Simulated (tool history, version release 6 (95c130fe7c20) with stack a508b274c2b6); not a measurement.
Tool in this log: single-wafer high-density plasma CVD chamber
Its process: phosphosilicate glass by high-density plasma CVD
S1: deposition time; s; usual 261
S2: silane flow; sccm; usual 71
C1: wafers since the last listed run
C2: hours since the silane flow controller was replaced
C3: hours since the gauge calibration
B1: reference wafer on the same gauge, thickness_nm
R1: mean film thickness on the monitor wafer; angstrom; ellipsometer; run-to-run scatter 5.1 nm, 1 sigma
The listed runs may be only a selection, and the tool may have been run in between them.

run,hour,S1,S2,C1,C2,C3,B1,R1
1,0,300,71,0,3375.7,1407.1,1810.166,21316.86
2,79.3,300,71,302,3455,1486.4,1808.855,21219.01
3,166.4,261,71,332,3542.1,1573.5,1810.759,18538.96
4,225.3,261,71,224,3601,1632.4,1809.389,18648.4
5,312.1,261,71,331,3687.8,1719.2,1809.673,18560.56
6,369.6,233,82,219,3745.3,1776.7,1809.105,19183.04
7,470.7,233,82,385,3846.4,1877.8,1809.961,19174.27
8,537.1,233,82,253,3912.8,1944.2,1809.507,19109.36
9,627.5,261,71,344,4003.2,2034.6,1810.069,18631.68
10,702,261,71,284,4077.7,2109.1,1808.917,18631.32
11,749,261,67,179,4124.7,2156.1,1809.813,17550.86
12,853.5,261,67,398,4229.2,2260.6,1810.019,17501.02
13,898.4,261,67,171,4274.1,2305.5,1810.478,17483.61
# hour 978.4: gauge calibrated
14,991.3,261,74,354,4367,12.9,1810.898,19363.32
15,1092.3,261,74,385,4468,113.9,1810.01,19243.88
16,1135.4,261,74,164,4511.1,157,1810.976,19265.03
# hour 1308.6: silane flow controller replaced
17,1333.9,284,79,726,25.3,355.5,1811.382,23223.72
18,1430,247,64,366,121.4,451.6,1809.282,16383.69
19,1506.3,261,71,291,197.7,527.9,1809.447,19201.65
20,1612.3,261,80,404,303.7,633.9,1809.219,21486.56
21,1690,245,77,296,381.4,711.6,1809.206,19437.01
22,1772.8,226,64,315,464.2,794.4,1810.223,14919.7
23,1872.6,261,78,380,564,894.2,1809.469,20736.13
24,1975.1,226,64,391,666.5,996.7,1811.303,14888.36
25,2045.9,231,60,270,737.3,1067.5,1809.257,14210.46
26,2125,284,71,301,816.4,1146.6,1808.544,20638.12
27,2164.1,261,71,149,855.5,1185.7,1809.007,18935.77
28,2259.5,239,61,364,950.9,1281.1,1810.826,14965.58
29,2344.8,214,59,325,1036.2,1366.4,1810.454,12971.4
30,2390.5,231,77,174,1081.9,1412.1,1810.425,18084.23
31,2489.6,241,80,378,1181,1511.2,1809.35,19525.04
32,2547.6,224,66,221,1239,1569.2,1810.558,15018.57

Forecast each of these 3 alternatives for the next run:
A,2548.1,261,83,1,1239.5,1569.7,?,?
B,2548.1,277,71,1,1239.5,1569.7,?,?
C,2548.1,311,80,1,1239.5,1569.7,?,?

run,B1,R1
A,1810.516,22067.87
B,1810.516,20086.21
C,1810.516,25359.49
With the hidden condition removed and each run's random variation left untouched, the same runs would have given:
run,R1
A,22592.93
B,20564.12
C,25962.86

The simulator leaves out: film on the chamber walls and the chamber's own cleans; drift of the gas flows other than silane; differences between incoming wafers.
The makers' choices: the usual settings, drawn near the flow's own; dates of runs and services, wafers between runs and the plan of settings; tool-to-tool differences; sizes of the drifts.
